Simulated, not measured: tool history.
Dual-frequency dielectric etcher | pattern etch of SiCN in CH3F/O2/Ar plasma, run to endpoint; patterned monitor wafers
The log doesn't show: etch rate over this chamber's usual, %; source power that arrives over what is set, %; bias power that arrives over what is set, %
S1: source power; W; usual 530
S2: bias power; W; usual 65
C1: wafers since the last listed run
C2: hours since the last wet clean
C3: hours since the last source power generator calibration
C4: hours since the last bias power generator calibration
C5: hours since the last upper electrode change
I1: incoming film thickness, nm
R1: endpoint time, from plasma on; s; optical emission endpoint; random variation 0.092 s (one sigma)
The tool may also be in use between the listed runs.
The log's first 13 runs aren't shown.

run	hour	S1	S2	C1	C2	C3	C4	C5	I1	R1
14	348.4	530	65	419	127.8	128.6	1480.8	67.3	12.01	31.1
15	380.3	610	57	376	159.7	160.5	1512.7	99.2	11.93	30.2
16	458.4	490	80	922	237.8	238.6	1590.8	177.3	11.88	29.5
17	476.6	580	70	214	256.0	256.8	1609.0	195.5	11.85	28.3
18	506.2	530	80	349	285.6	286.4	1638.6	225.1	11.87	28.3
# hour 541.6: wet clean of the chamber
19	570.1	490	71	471	28.5	350.3	1702.5	289.0	11.82	31.2
20	598.6	570	50	336	57.0	378.8	1731.0	317.5	11.86	32.6
21	627.5	440	81	341	85.9	407.7	1759.9	346.4	11.91	31.6
# hour 660.2: bias power generator calibrated
22	667.8	530	65	428	126.2	448.0	7.6	386.7	11.92	30.5
23	701.5	530	65	398	159.9	481.7	41.3	420.4	11.94	30.3
24	719.9	440	51	217	178.3	500.1	59.7	438.8	11.97	36.2
25	745.2	640	70	298	203.6	525.4	85.0	464.1	11.87	26.7
26	758.7	530	65	159	217.1	538.9	98.5	477.6	11.92	30.2
27	773.5	490	71	174	231.9	553.7	113.3	492.4	11.89	30.4
28	787.6	430	79	166	246.0	567.8	127.4	506.5	11.85	31.1
29	817.5	620	54	353	275.9	597.7	157.3	536.4	11.96	29.5
30	846.5	500	52	342	304.9	626.7	186.3	565.4	12.01	33.5
31	863.8	480	65	204	322.2	644.0	203.6	582.7	11.95	31.5
32	885.8	530	57	259	344.2	666.0	225.6	604.7	12.00	31.5
# hour 916.3: wet clean of the chamber
33	916.8	530	65	82	0.5	697.0	256.6	635.7	11.97	30.8
34	938.9	620	49	261	22.6	719.1	278.7	657.8	11.88	30.9

Forecast each of these 5 alternatives for the next run:
A	939.3	530	60	4	23.0	719.5	279.1	658.2	11.80	?
B	939.3	530	53	4	23.0	719.5	279.1	658.2	11.80	?
C	939.3	530	51	4	23.0	719.5	279.1	658.2	11.80	?
D	939.3	660	65	4	23.0	719.5	279.1	658.2	11.80	?
E	939.3	570	51	4	23.0	719.5	279.1	658.2	11.80	?

run	R1
A	31.2
B	32.5
C	32.9
D	27.3
E	31.8
Without the tool's hidden state the same runs would have given:
run	R1
A	31.3
B	32.7
C	33.1
D	27.4
E	31.9

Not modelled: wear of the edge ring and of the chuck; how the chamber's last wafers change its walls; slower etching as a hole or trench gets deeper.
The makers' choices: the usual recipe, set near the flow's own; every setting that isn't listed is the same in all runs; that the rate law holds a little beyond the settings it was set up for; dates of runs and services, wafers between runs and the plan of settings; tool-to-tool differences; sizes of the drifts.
